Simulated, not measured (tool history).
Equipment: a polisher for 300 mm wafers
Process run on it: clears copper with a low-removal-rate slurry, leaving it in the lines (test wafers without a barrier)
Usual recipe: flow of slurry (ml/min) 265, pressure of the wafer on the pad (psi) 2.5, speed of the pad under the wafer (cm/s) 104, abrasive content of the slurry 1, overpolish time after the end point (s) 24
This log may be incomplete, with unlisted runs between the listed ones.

run	hour	flow of slurry (ml/min)	pressure of the wafer on the pad (psi)	speed of the pad under the wafer (cm/s)	abrasive content of the slurry	overpolish time after the end point (s)	wafers since the last listed run	wafers polished on this pad	hours since the slurry nozzle was cleaned	hours since the head pressure was calibrated	hours since the slurry blender was calibrated	incoming thickness of the incoming film, nm	time until the end point was called (s)	dishing of a wide line in a test structure (angstrom)
1	0	265	2.5	104	1	24	0	434	461.8	45	104.4	268.4	99.6	423
2	66.4	265	2.5	104	1	24	641	1075	528.2	111.4	170.8	265.6	104.7	437
# hour 84.4: worn pad replaced by a new one
3	110.6	265	2.5	104	1	24	388	253	572.4	155.6	215	261.5	97.9	438
# hour 141.8: slurry blender recalibrated
4	169.8	265	2.5	104	1	24	552	805	631.6	214.8	28	263.8	100.3	417
5	203.5	265	2.5	116	1	24	325	1130	665.3	248.5	61.7	264.9	95	451
# hour 257.2: worn pad replaced by a new one
6	257.7	265	2.5	116	1	24	484	5	719.5	302.7	115.9	262.1	87.7	470
# hour 285.5: head pressure recalibrated
7	320.3	265	2.5	116	1	24	585	590	782.1	34.8	178.5	264.4	90.6	457
# hour 345.8: slurry nozzle cleaned
8	370.7	265	2.5	104	1	24	476	1067	24.9	85.2	228.9	262.3	103.6	421
# hour 398: worn pad replaced by a new one
9	402.1	215	2	104	1	24	264	39	56.3	116.6	260.3	264.2	127.6	349
# hour 418.5: slurry blender recalibrated
10	439.2	265	2.5	104	1	24	338	378	93.4	153.7	20.7	266	100.8	433
11	474.2	265	2.5	76	1.3	24	337	716	128.4	188.7	55.7	266.1	130.4	338
12	550.2	265	2.5	104	1.15	35	733	1450	204.4	264.7	131.7	264	105.8	554
# hour 555.7: worn pad replaced by a new one
# hour 593.2: head pressure recalibrated
13	599.9	265	2.5	116	1	24	421	407	254.1	6.7	181.4	264.2	89.9	470
14	643.5	350	2.8	116	0.8	24	420	828	297.7	50.3	225	267.5	87	489
# hour 691.7: slurry blender recalibrated
# hour 696: worn pad replaced by a new one
15	696.5	220	3.3	82	1	29	453	5	350.7	103.3	4.8	262.8	97.8	526
16	754.8	225	2.9	126	1	14	562	568	409	161.6	63.1	265.6	74.1	361

For some of the steps in time until the end point was called (s) from one run to the next: how much would appear even if the tool had no hidden state, given the settings, what came in and random variation, and how much remains for the hidden state plus any gauge scatter that the measured result and the result without hidden state don't share?
Unlogged tool condition in this case: removal rate lost through wear of the pad, %; slurry flow missing at the pad, %; deviation of the head's pressure from its setpoint, %; abrasive missing from the slurry, %.
Run 10 -> 11: speed of the pad under the wafer (cm/s) 104 -> 76, abrasive content of the slurry 1 -> 1.3. time until the end point was called (s) +29.6: hidden state +3, all else +26.6.
Run 12 -> 13: speed of the pad under the wafer (cm/s) 104 -> 116, abrasive content of the slurry 1.15 -> 1, overpolish time after the end point (s) 35 -> 24, worn pad replaced by a new one, head pressure recalibrated. time until the end point was called (s) -15.9: hidden state -10.2, all else -5.7.

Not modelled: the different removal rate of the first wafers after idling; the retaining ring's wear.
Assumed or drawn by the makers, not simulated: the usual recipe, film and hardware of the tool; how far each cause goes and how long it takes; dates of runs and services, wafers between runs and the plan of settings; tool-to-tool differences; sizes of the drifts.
